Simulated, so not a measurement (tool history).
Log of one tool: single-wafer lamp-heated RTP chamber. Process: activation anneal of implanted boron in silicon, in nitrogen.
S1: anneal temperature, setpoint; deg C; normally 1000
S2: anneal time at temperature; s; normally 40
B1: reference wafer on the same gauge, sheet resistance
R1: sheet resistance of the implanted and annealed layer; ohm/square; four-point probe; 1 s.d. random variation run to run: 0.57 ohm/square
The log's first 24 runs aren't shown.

run 25 hour=1334.2 | S1=1000 S2=58 | B1=405.05 | R1=379.20
run 26 hour=1372.3 | S1=1000 S2=40 | B1=404.96 | R1=380.43
run 27 hour=1410.1 | S1=979 S2=60 | B1=405.04 | R1=386.06
run 28 hour=1442.3 | S1=1025 S2=40 | B1=404.97 | R1=375.95
run 29 hour=1473.0 | S1=1020 S2=53 | B1=404.94 | R1=375.66
run 30 hour=1513.8 | S1=984 S2=50 | B1=405.06 | R1=381.66
run 31 hour=1538.6 | S1=975 S2=52 | B1=405.19 | R1=385.57
run 32 hour=1568.4 | S1=1000 S2=40 | B1=405.08 | R1=380.03
run 33 hour=1612.9 | S1=1000 S2=40 | B1=405.14 | R1=378.84
run 34 hour=1637.8 | S1=990 S2=48 | B1=404.85 | R1=381.16
run 35 hour=1708.5 | S1=1000 S2=40 | B1=404.98 | R1=377.69
run 36 hour=1761.1 | S1=1000 S2=50 | B1=404.96 | R1=377.90
-- hour=1789.9 reflector plate cleaned
-- hour=1799.6 pyrometer window cleaned and pyrometer calibrated
run 37 hour=1825.2 | S1=1000 S2=40 | B1=404.96 | R1=380.40

What if the next run were any one of these 3? Each begins from the tool's condition after run 37:
run A hour=1825.6 | S1=1000 S2=40 | B1=? | R1=?
run B hour=1825.6 | S1=1000 S2=63 | B1=? | R1=?
run C hour=1825.6 | S1=1010 S2=40 | B1=? | R1=?

run=A B1=404.97 R1=380.06
run=B B1=404.97 R1=377.91
run=C B1=404.97 R1=377.97
The same runs, with their run-to-run variation unchanged, on a tool lacking any hidden condition would have given:
run=A R1=380.30
run=B R1=378.15
run=C R1=378.13
